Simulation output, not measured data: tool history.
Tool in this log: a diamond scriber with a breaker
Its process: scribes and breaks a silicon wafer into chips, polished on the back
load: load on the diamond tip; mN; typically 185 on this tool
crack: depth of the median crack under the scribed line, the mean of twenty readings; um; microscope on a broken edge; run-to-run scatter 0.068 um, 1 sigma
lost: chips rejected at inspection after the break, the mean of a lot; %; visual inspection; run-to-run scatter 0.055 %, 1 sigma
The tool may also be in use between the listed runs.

run,day,load,"incoming depth of the damage left on the back of the incoming wafer, um",crack,lost
1,0.000,155,0.02,7.63,1.40
2,4.050,155,0.05,7.61,1.47
3,5.571,185,0.03,8.39,0.83
# day 7.375: diamond tip replaced by a new one
4,8.983,185,0.05,8.57,0.96
5,10.571,185,0.04,8.48,1.01
6,13.021,185,0.03,8.56,0.95
# day 22.504: diamond tip replaced by a new one
7,25.125,185,0.04,8.54,1.09
8,28.108,158,0.01,7.81,1.07
9,32.542,158,0.04,7.88,1.18
10,35.471,185,0.02,8.49,0.89
11,37.621,209,0.03,9.10,1.88
# day 37.812: diamond tip replaced by a new one
12,39.217,185,0.03,8.82,1.26
13,41.904,220,0.02,9.43,2.92
14,46.288,208,0.04,9.23,2.04
15,48.612,202,0.04,9.01,1.83
# day 49.142: load on the tip recalibrated
# day 49.642: diamond tip replaced by a new one
16,50.892,167,0.01,7.55,1.59
17,60.862,162,0.02,7.42,1.88
# day 62.812: diamond tip replaced by a new one
18,64.229,205,0.04,8.86,1.36
19,67.692,148,0.03,7.16,2.80

Predict each of these 3 candidate next runs independently; none follows another, all start after run 19:
A,67.717,203,0.03,?,?
B,67.717,161,0.03,?,?
C,67.717,212,0.03,?,?

run,crack,lost
A,8.71,1.04
B,7.65,1.57
C,8.93,1.35
With the hidden condition removed and each run's random variation left untouched, the same runs would have given:
run,crack,lost
A,8.77,1.11
B,7.70,1.45
C,8.99,1.45
